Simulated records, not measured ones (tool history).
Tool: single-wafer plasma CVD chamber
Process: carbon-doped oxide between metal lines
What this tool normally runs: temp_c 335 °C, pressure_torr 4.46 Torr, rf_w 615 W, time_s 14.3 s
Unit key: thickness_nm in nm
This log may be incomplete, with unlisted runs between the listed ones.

run	hour	temp_c	pressure_torr	rf_w	time_s	wafers since the last listed run	hours since the last thermocouple change	hours since the last RF generator calibration	hours since the last manometer calibration	hours since the showerhead was replaced	hours since the gauge calibration	read-back reference wafer on the same gauge, thickness_nm	thickness_nm
1	0	335	4.46	615	14.3	0	2657.4	1896.4	2335.5	2818.2	53.3	101.716	87.967
2	6.6	335	4.46	615	14.3	210	2664	1903	2342.1	2824.8	59.9	101.729	87.782
3	22.3	335	3.75	615	12.4	500	2679.7	1918.7	2357.8	2840.5	75.6	101.775	74.329
4	29.5	335	3.75	615	12.4	229	2686.9	1925.9	2365	2847.7	82.8	101.711	74.665
5	41.6	335	3.75	615	12.4	385	2699	1938	2377.1	2859.8	94.9	101.825	74.459
6	53.4	335	4.46	615	12.4	375	2710.8	1949.8	2388.9	2871.6	106.7	101.873	76.667
7	64.8	335	4.46	615	16.3	363	2722.2	1961.2	2400.3	2883	118.1	101.839	100.233
8	78.1	335	4.46	615	16.3	423	2735.5	1974.5	2413.6	2896.3	131.4	101.802	99.914
9	92.8	335	4.46	615	14.3	468	2750.2	1989.2	2428.3	2911	146.1	101.865	87.913
10	103.5	335	4.46	615	14.3	340	2760.9	1999.9	2439	2921.7	156.8	101.804	87.933
11	119.7	335	4.46	540	15.8	516	2777.1	2016.1	2455.2	2937.9	173	101.864	93.41
# hour 134.6: capacitance manometer re-zeroed and calibrated
12	135.1	335	4.46	665	14.3	235	2792.5	2031.5	0.5	2953.3	188.4	101.804	90.32
# hour 146.4: RF generator calibrated
13	146.9	335	4.46	665	14.3	121	2804.3	0.5	12.3	2965.1	200.2	101.764	90.064
14	155.9	350	4.46	705	16	286	2813.3	9.5	21.3	2974.1	209.2	101.811	97.981
# hour 166.4: showerhead replaced
15	199.3	335	4.46	615	14.3	1127	2856.7	52.9	64.7	32.9	252.6	101.87	88.078
16	207.1	335	4.46	615	14.3	248	2864.5	60.7	72.5	40.7	260.4	101.889	88.219
17	222.7	326	3.76	645	13.1	497	2880.1	76.3	88.1	56.3	276	101.907	82.514
18	238.3	328	4.46	615	14.3	497	2895.7	91.9	103.7	71.9	291.6	101.827	90.134
19	245.7	335	4.46	615	14.3	235	2903.1	99.3	111.1	79.3	299	101.793	87.995
# hour 255: gauge calibrated
20	256.7	335	4.46	615	14.3	350	2914.1	110.3	122.1	90.3	1.7	101.791	88.022
21	271.9	335	3.6	615	14.3	484	2929.3	125.5	137.3	105.5	16.9	101.803	85.609
# hour 286.7: thermocouple changed; heater temperature recalibrated
22	287.9	327	3.64	540	11.6	254	1.2	141.5	153.3	121.5	32.9	101.809	68.845
23	313.5	335	4.84	650	14.3	815	26.8	167.1	178.9	147.1	58.5	101.763	90.656
24	330.2	335	5.41	615	14.3	532	43.5	183.8	195.6	163.8	75.2	101.837	91.034
25	344.5	341	4.46	700	14.3	455	57.8	198.1	209.9	178.1	89.5	101.809	89.862
26	361.2	331	4.46	615	12.3	532	74.5	214.8	226.6	194.8	106.2	101.808	76.984
27	372.5	344	5.56	575	14.3	360	85.8	226.1	237.9	206.1	117.5	101.802	86.861

5 ways to go on from here, each from the tool as it stands after run 27. What would each give?
A	372.9	335	4.46	690	14.3	12	86.2	226.5	238.3	206.5	117.9	?	?
B	372.9	335	4.75	505	12.6	12	86.2	226.5	238.3	206.5	117.9	?	?
C	372.9	348	4.46	615	16.6	12	86.2	226.5	238.3	206.5	117.9	?	?
D	372.9	335	4.8	615	14.3	12	86.2	226.5	238.3	206.5	117.9	?	?
E	372.9	335	3.8	515	15.2	12	86.2	226.5	238.3	206.5	117.9	?	?

run	read-back reference wafer on the same gauge, thickness_nm	thickness_nm
A	101.794	91.308
B	101.794	74.186
C	101.794	97.984
D	101.794	89.133
E	101.794	86.624
Without the tool's unlogged condition, the same runs would have read:
run	thickness_nm
A	91.308
B	74.186
C	97.984
D	89.133
E	86.624
